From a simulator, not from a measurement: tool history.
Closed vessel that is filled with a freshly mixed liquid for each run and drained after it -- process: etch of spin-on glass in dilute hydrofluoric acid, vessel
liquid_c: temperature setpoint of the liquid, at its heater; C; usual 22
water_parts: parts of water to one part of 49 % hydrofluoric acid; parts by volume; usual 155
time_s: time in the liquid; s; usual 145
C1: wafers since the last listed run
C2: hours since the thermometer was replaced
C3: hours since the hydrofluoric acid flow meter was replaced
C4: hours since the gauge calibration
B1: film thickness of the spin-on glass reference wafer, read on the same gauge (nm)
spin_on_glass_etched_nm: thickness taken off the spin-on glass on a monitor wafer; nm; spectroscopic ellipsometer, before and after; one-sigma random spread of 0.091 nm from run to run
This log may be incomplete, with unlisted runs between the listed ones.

Run 1, hour 0: usual settings but water_parts 105 parts by volume; C1 0; C2 2564.2; C3 2318.8; C4 1391.3; B1 59.99. Result: spin_on_glass_etched_nm 45.77 nm.
Run 2, hour 69: usual settings but water_parts 105 parts by volume; C1 5592; C2 2633.2; C3 2387.8; C4 1460.3; B1 59.98. Result: spin_on_glass_etched_nm 45.64 nm.
Run 3, hour 122.6: usual settings; C1 4343; C2 2686.8; C3 2441.4; C4 1513.9; B1 60.01. Result: spin_on_glass_etched_nm 29.44 nm.
Run 4, hour 165.2: usual settings; C1 3452; C2 2729.4; C3 2484; C4 1556.5; B1 60.02. Result: spin_on_glass_etched_nm 29.33 nm.
Run 5, hour 225.2: usual settings; C1 4862; C2 2789.4; C3 2544; C4 1616.5; B1 59.97. Result: spin_on_glass_etched_nm 29.27 nm.
At hour 254.3: thermometer replaced.
Run 6, hour 255.8: usual settings; C1 2398; C2 1.5; C3 2574.6; C4 1647.1; B1 59.99. Result: spin_on_glass_etched_nm 29.34 nm.
Run 7, hour 298.6: usual settings; C1 3468; C2 44.3; C3 2617.4; C4 1689.9; B1 60.02. Result: spin_on_glass_etched_nm 29.32 nm.
At hour 320.4: hydrofluoric acid flow meter replaced.
Run 8, hour 350.4: usual settings; C1 4117; C2 96.1; C3 30; C4 1741.7; B1 60.01. Result: spin_on_glass_etched_nm 28.42 nm.
Run 9, hour 377: usual settings; C1 2155; C2 122.7; C3 56.6; C4 1768.3; B1 60. Result: spin_on_glass_etched_nm 28.5 nm.
Run 10, hour 414.2: usual settings; C1 3014; C2 159.9; C3 93.8; C4 1805.5; B1 59.98. Result: spin_on_glass_etched_nm 28.34 nm.
Run 11, hour 450.4: usual settings; C1 2933; C2 196.1; C3 130; C4 1841.7; B1 60.01. Result: spin_on_glass_etched_nm 28.39 nm.
Run 12, hour 485.3: usual settings but liquid_c 20.5 C, water_parts 180 parts by volume, time_s 220 s; C1 2828; C2 231; C3 164.9; C4 1876.6; B1 60.05. Result: spin_on_glass_etched_nm 34.45 nm.
Run 13, hour 555.8: usual settings but liquid_c 24.5 C, time_s 70 s; C1 5713; C2 301.5; C3 235.4; C4 1947.1; B1 59.99. Result: spin_on_glass_etched_nm 15.13 nm.
Run 14, hour 618.8: usual settings but liquid_c 25.5 C, water_parts 90 parts by volume; C1 5105; C2 364.5; C3 298.4; C4 2010.1; B1 59.99. Result: spin_on_glass_etched_nm 61.04 nm.
Run 15, hour 688.5: usual settings but water_parts 105 parts by volume; C1 5648; C2 434.2; C3 368.1; C4 2079.8; B1 60.01. Result: spin_on_glass_etched_nm 44.59 nm.
Run 16, hour 752.8: usual settings but liquid_c 18.5 C, water_parts 110 parts by volume, time_s 185 s; C1 5211; C2 498.5; C3 432.4; C4 2144.1; B1 60. Result: spin_on_glass_etched_nm 46.95 nm.
Run 17, hour 805.2: usual settings but liquid_c 20 C, water_parts 225 parts by volume, time_s 115 s; C1 4246; C2 550.9; C3 484.8; C4 2196.5; B1 60. Result: spin_on_glass_etched_nm 13.46 nm.
At hour 823.8: gauge calibrated.
Run 18, hour 865.9: usual settings but water_parts 135 parts by volume; C1 4919; C2 611.6; C3 545.5; C4 42.1; B1 60.01. Result: spin_on_glass_etched_nm 33.74 nm.
Run 19, hour 925.8: usual settings but liquid_c 17.5 C, water_parts 125 parts by volume, time_s 105 s; C1 4854; C2 671.5; C3 605.4; C4 102; B1 60.02. Result: spin_on_glass_etched_nm 22.26 nm.
Run 20, hour 963.4: usual settings; C1 3047; C2 709.1; C3 643; C4 139.6; B1 60.01. Result: spin_on_glass_etched_nm 28.82 nm.
Run 21, hour 1058.1: usual settings but liquid_c 26 C; C1 7674; C2 803.8; C3 737.7; C4 234.3; B1 59.98. Result: spin_on_glass_etched_nm 33.3 nm.
Run 22, hour 1124.6: usual settings but liquid_c 23.5 C, water_parts 180 parts by volume; C1 5389; C2 870.3; C3 804.2; C4 300.8; B1 60. Result: spin_on_glass_etched_nm 25.43 nm.
Run 23, hour 1159.2: usual settings but liquid_c 25.5 C, time_s 100 s; C1 2804; C2 904.9; C3 838.8; C4 335.4; B1 60.01. Result: spin_on_glass_etched_nm 22.73 nm.
Run 24, hour 1229.3: usual settings; C1 5681; C2 975; C3 908.9; C4 405.5; B1 59.98. Result: spin_on_glass_etched_nm 28.86 nm.
Run 25, hour 1276.9: usual settings but water_parts 85 parts by volume; C1 3857; C2 1022.6; C3 956.5; C4 453.1; B1 59.97. Result: spin_on_glass_etched_nm 57.01 nm.

Run 26 is up next; what results do you expect?
Run 26, hour 1301.6: usual settings; C1 2001; C2 1047.3; C3 981.2; C4 477.8; B1 ?. Result: spin_on_glass_etched_nm ?.

{"run 26": {"B1": 59.99, "spin_on_glass_etched_nm": 28.89}}
With no hidden state in the tool, this same run would have given spin_on_glass_etched_nm 28.5 nm.

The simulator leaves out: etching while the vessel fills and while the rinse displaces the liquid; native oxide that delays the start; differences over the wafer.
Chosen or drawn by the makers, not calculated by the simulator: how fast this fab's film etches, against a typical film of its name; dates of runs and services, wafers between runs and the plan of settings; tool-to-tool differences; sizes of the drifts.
